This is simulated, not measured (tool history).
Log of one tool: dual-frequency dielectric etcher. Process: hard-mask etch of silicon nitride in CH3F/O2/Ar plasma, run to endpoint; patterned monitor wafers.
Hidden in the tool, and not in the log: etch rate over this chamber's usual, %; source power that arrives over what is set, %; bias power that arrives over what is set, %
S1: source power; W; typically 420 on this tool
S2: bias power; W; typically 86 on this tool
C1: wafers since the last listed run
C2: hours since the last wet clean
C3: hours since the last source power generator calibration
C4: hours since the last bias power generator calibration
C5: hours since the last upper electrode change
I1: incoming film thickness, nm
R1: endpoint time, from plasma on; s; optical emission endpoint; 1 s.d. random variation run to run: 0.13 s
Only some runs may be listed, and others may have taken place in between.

{"run": 1, "hour": 0.0, "S1": 420, "S2": 101, "C1": 0, "C2": 543.5, "C3": 3603.3, "C4": 4024.5, "C5": 3463.7, "I1": 31.41, "R1": 37.6}
{"run": 2, "hour": 11.6, "S1": 420, "S2": 78, "C1": 164, "C2": 555.1, "C3": 3614.9, "C4": 4036.1, "C5": 3475.3, "I1": 31.25, "R1": 41.3}
{"run": 3, "hour": 19.4, "S1": 420, "S2": 78, "C1": 110, "C2": 562.9, "C3": 3622.7, "C4": 4043.9, "C5": 3483.1, "I1": 31.66, "R1": 42.1}
{"run": 4, "hour": 32.1, "S1": 500, "S2": 86, "C1": 179, "C2": 575.6, "C3": 3635.4, "C4": 4056.6, "C5": 3495.8, "I1": 31.53, "R1": 37}
{"run": 5, "hour": 38.8, "S1": 350, "S2": 86, "C1": 94, "C2": 582.3, "C3": 3642.1, "C4": 4063.3, "C5": 3502.5, "I1": 31.46, "R1": 43.6}
{"run": 6, "hour": 45.8, "S1": 350, "S2": 86, "C1": 98, "C2": 589.3, "C3": 3649.1, "C4": 4070.3, "C5": 3509.5, "I1": 31.1, "R1": 43}
{"run": 7, "hour": 58.0, "S1": 350, "S2": 86, "C1": 172, "C2": 601.5, "C3": 3661.3, "C4": 4082.5, "C5": 3521.7, "I1": 31.4, "R1": 43.5}
{"run": 8, "hour": 67.7, "S1": 420, "S2": 86, "C1": 137, "C2": 611.2, "C3": 3671, "C4": 4092.2, "C5": 3531.4, "I1": 31.51, "R1": 40.2}
{"hour": 104.8, "done": "source power generator calibrated"}
{"hour": 106.4, "done": "wet clean of the chamber"}
{"run": 9, "hour": 106.9, "S1": 420, "S2": 86, "C1": 474, "C2": 0.5, "C3": 2.1, "C4": 4131.4, "C5": 3570.6, "I1": 31.5, "R1": 42.2}
{"run": 10, "hour": 107.2, "S1": 420, "S2": 86, "C1": 4, "C2": 0.8, "C3": 2.4, "C4": 4131.7, "C5": 3570.9, "I1": 31.44, "R1": 42}
{"run": 11, "hour": 107.6, "S1": 420, "S2": 86, "C1": 5, "C2": 1.2, "C3": 2.8, "C4": 4132.1, "C5": 3571.3, "I1": 31.25, "R1": 41.9}
{"run": 12, "hour": 120.6, "S1": 420, "S2": 86, "C1": 183, "C2": 14.2, "C3": 15.8, "C4": 4145.1, "C5": 3584.3, "I1": 31.14, "R1": 41.5}
{"run": 13, "hour": 135.6, "S1": 420, "S2": 86, "C1": 212, "C2": 29.2, "C3": 30.8, "C4": 4160.1, "C5": 3599.3, "I1": 31.73, "R1": 42.3}
{"hour": 164.7, "done": "upper electrode replaced"}
{"run": 14, "hour": 165.2, "S1": 420, "S2": 86, "C1": 79, "C2": 58.8, "C3": 60.4, "C4": 4189.7, "C5": 0.5, "I1": 31.51, "R1": 41.9}
{"run": 15, "hour": 165.6, "S1": 420, "S2": 74, "C1": 5, "C2": 59.2, "C3": 60.8, "C4": 4190.1, "C5": 0.9, "I1": 31.2, "R1": 44.1}
{"run": 16, "hour": 165.9, "S1": 460, "S2": 99, "C1": 4, "C2": 59.5, "C3": 61.1, "C4": 4190.4, "C5": 1.2, "I1": 31.29, "R1": 37.8}
{"run": 17, "hour": 175.3, "S1": 420, "S2": 86, "C1": 132, "C2": 68.9, "C3": 70.5, "C4": 4199.8, "C5": 10.6, "I1": 31.62, "R1": 41.9}
{"run": 18, "hour": 186.9, "S1": 420, "S2": 86, "C1": 164, "C2": 80.5, "C3": 82.1, "C4": 4211.4, "C5": 22.2, "I1": 31.32, "R1": 41.5}
{"hour": 194.4, "done": "bias power generator calibrated"}
{"run": 19, "hour": 199.9, "S1": 420, "S2": 86, "C1": 127, "C2": 93.5, "C3": 95.1, "C4": 5.5, "C5": 35.2, "I1": 31.6, "R1": 41.9}
{"run": 20, "hour": 215.7, "S1": 330, "S2": 99, "C1": 223, "C2": 109.3, "C3": 110.9, "C4": 21.3, "C5": 51, "I1": 31.49, "R1": 44.1}
{"run": 21, "hour": 228.4, "S1": 360, "S2": 102, "C1": 179, "C2": 122, "C3": 123.6, "C4": 34, "C5": 63.7, "I1": 31.29, "R1": 41.4}
{"run": 22, "hour": 237.7, "S1": 490, "S2": 99, "C1": 131, "C2": 131.3, "C3": 132.9, "C4": 43.3, "C5": 73, "I1": 31.43, "R1": 36.4}
{"run": 23, "hour": 253.4, "S1": 370, "S2": 98, "C1": 221, "C2": 147, "C3": 148.6, "C4": 59, "C5": 88.7, "I1": 31.06, "R1": 41.1}
{"run": 24, "hour": 265.8, "S1": 420, "S2": 86, "C1": 175, "C2": 159.4, "C3": 161, "C4": 71.4, "C5": 101.1, "I1": 31.44, "R1": 41.6}
{"run": 25, "hour": 283.2, "S1": 340, "S2": 78, "C1": 246, "C2": 176.8, "C3": 178.4, "C4": 88.8, "C5": 118.5, "I1": 31.5, "R1": 47.7}
{"run": 26, "hour": 292.0, "S1": 350, "S2": 76, "C1": 124, "C2": 185.6, "C3": 187.2, "C4": 97.6, "C5": 127.3, "I1": 31.74, "R1": 47.8}
{"run": 27, "hour": 307.1, "S1": 390, "S2": 106, "C1": 213, "C2": 200.7, "C3": 202.3, "C4": 112.7, "C5": 142.4, "I1": 31.27, "R1": 39.1}
{"run": 28, "hour": 324.4, "S1": 380, "S2": 73, "C1": 244, "C2": 218, "C3": 219.6, "C4": 130, "C5": 159.7, "I1": 31.36, "R1": 46.1}

For each entry between runs, how does the tool's hidden state at the last listed run before it compare with that at the first listed run after it?
Logged between run 8 and run 9: source power generator calibrated (hour 104.8); wet clean of the chamber (hour 106.4)
  etch rate over this chamber's usual, %: 5.25 -> 0.0438
  measured result minus the result with no hidden state, R1: -2.1 -> +0 s
Logged between run 13 and run 14: upper electrode replaced (hour 164.7)
  etch rate over this chamber's usual, %: 0.292 -> 0.547
  measured result minus the result with no hidden state, R1: -0.1 -> -0.2 s
Logged between run 18 and run 19: bias power generator calibrated (hour 194.4)
  etch rate over this chamber's usual, %: 0.735 -> 0.847
  measured result minus the result with no hidden state, R1: -0.3 -> -0.3 s

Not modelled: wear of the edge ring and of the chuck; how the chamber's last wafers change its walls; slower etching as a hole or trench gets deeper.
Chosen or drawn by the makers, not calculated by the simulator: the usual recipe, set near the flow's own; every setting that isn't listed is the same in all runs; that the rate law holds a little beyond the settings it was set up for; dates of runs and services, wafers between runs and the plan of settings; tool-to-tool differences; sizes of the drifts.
